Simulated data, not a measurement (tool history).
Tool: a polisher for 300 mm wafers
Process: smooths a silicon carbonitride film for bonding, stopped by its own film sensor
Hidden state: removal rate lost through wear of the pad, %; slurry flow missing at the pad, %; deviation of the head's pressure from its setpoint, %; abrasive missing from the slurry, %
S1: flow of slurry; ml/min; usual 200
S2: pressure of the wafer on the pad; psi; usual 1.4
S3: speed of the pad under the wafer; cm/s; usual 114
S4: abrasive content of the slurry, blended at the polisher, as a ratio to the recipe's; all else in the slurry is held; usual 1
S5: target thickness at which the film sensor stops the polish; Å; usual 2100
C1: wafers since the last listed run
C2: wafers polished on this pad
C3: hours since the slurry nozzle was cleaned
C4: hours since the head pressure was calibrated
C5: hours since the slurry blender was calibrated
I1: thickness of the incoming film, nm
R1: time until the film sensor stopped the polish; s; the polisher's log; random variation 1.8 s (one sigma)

run,hour,S1,S2,S3,S4,S5,C1,C2,C3,C4,C5,I1,R1
1,0,200,1.4,114,1,2100,0,1415,446.5,630.8,68.3,226.8,93.1
2,85.3,200,1.4,114,1,2100,1063,2479,531.8,716.1,153.6,230.8,117.2
3,128.6,200,1.4,114,1,2050,540,3019,575.1,759.4,196.9,232.8,154.4
# hour 187.5: slurry nozzle cleaned
4,198.3,200,1.4,114,1,2050,856,3876,10.8,829.1,266.6,225.1,113.2
# hour 400.7: head pressure recalibrated
5,441.6,200,1.4,114,1,2100,3009,6885,254.1,40.9,509.9,228.5,106.1
# hour 457: worn pad replaced by a new one
6,543.6,200,1.4,114,1,2100,1222,1079,356.1,142.9,611.9,226.6,94.9
# hour 559.6: slurry blender recalibrated
7,604.9,200,1.4,114,1,2100,739,1819,417.4,204.2,45.3,229.1,108.3
8,660.4,200,1.4,114,1,2150,692,2511,472.9,259.7,100.8,229.7,83.7
9,755.6,200,1.4,114,1,2100,1187,3698,568.1,354.9,196,229.9,111.7
# hour 841.4: slurry nozzle cleaned
10,960.7,200,1.4,114,1,2100,2545,6244,119.3,560,401.1,225.7,90.4
# hour 970.2: worn pad replaced by a new one
11,1061.5,200,1.6,114,1,2100,1207,1138,220.1,660.8,501.9,229.9,100.2
12,1113.3,200,1.4,114,1,2100,646,1784,271.9,712.6,553.7,228.2,102
# hour 1149.8: slurry blender recalibrated
13,1171.2,200,1.4,114,1,2100,697,2482,329.8,770.5,21.4,231.8,124.4
14,1257,200,1.4,114,1,2050,1070,3552,415.6,856.3,107.2,231.5,147
15,1329,130,1.4,114,0.75,2100,897,4450,487.6,928.3,179.2,229,147.4
# hour 1352.5: slurry nozzle cleaned
16,1366,255,1.4,126,1.2,2100,448,4899,13.5,965.3,216.2,229.1,87.2
# hour 1554.4: worn pad replaced by a new one
# hour 1656.6: slurry blender recalibrated
17,1662,200,1.4,114,0.9,2120,3616,1316,309.5,1261.3,5.4,228.7,103.9
# hour 1706.5: head pressure recalibrated
18,1708.9,200,1.4,114,1,2100,559,1876,356.4,2.4,52.3,234.2,140.3
# hour 1882.4: slurry nozzle cleaned
19,1967.4,200,1.4,114,0.75,2100,3211,5088,85,260.9,310.8,228.1,137.8
20,2056.4,200,1.2,148,0.85,2160,1109,6198,174,349.9,399.8,230.4,87
21,2129.1,200,1.4,114,1,2100,906,7104,246.7,422.6,472.5,228.7,104.3
# hour 2154.7: slurry blender recalibrated
22,2189,200,1,98,1,2100,722,7827,306.6,482.5,34.3,224.7,128.9
# hour 2197: worn pad replaced by a new one
23,2266.3,200,1.4,114,1,2100,914,864,383.9,559.8,111.6,230.5,116.3
24,2333.6,145,1.4,114,1.1,2100,839,1703,451.2,627.1,178.9,229.9,106.4
25,2419.5,200,1.2,148,0.85,2160,1071,2774,537.1,713,264.8,232.5,97.1
# hour 2492.8: slurry nozzle cleaned
26,2504.9,200,1.2,114,1,2100,1052,3827,12.1,798.4,350.2,231.6,137
27,2560.7,200,1.1,114,1,2080,695,4523,67.9,854.2,406,229.3,147.9
28,2645.3,235,1.7,114,1.15,2140,1055,5578,152.5,938.8,490.6,230.3,69.1
# hour 2696.1: slurry blender recalibrated
# hour 2699.6: worn pad replaced by a new one
29,2749.4,200,1.4,114,1,2100,1229,620,256.6,1042.9,53.3,233.4,132.3

What the log doesn't show, run by run:
removal rate lost through wear of the pad, %: 0 in every run
slurry flow missing at the pad, %: 0 in every run
deviation of the head's pressure from its setpoint, %: 0 in every run
abrasive missing from the slurry, %: 0 in every run

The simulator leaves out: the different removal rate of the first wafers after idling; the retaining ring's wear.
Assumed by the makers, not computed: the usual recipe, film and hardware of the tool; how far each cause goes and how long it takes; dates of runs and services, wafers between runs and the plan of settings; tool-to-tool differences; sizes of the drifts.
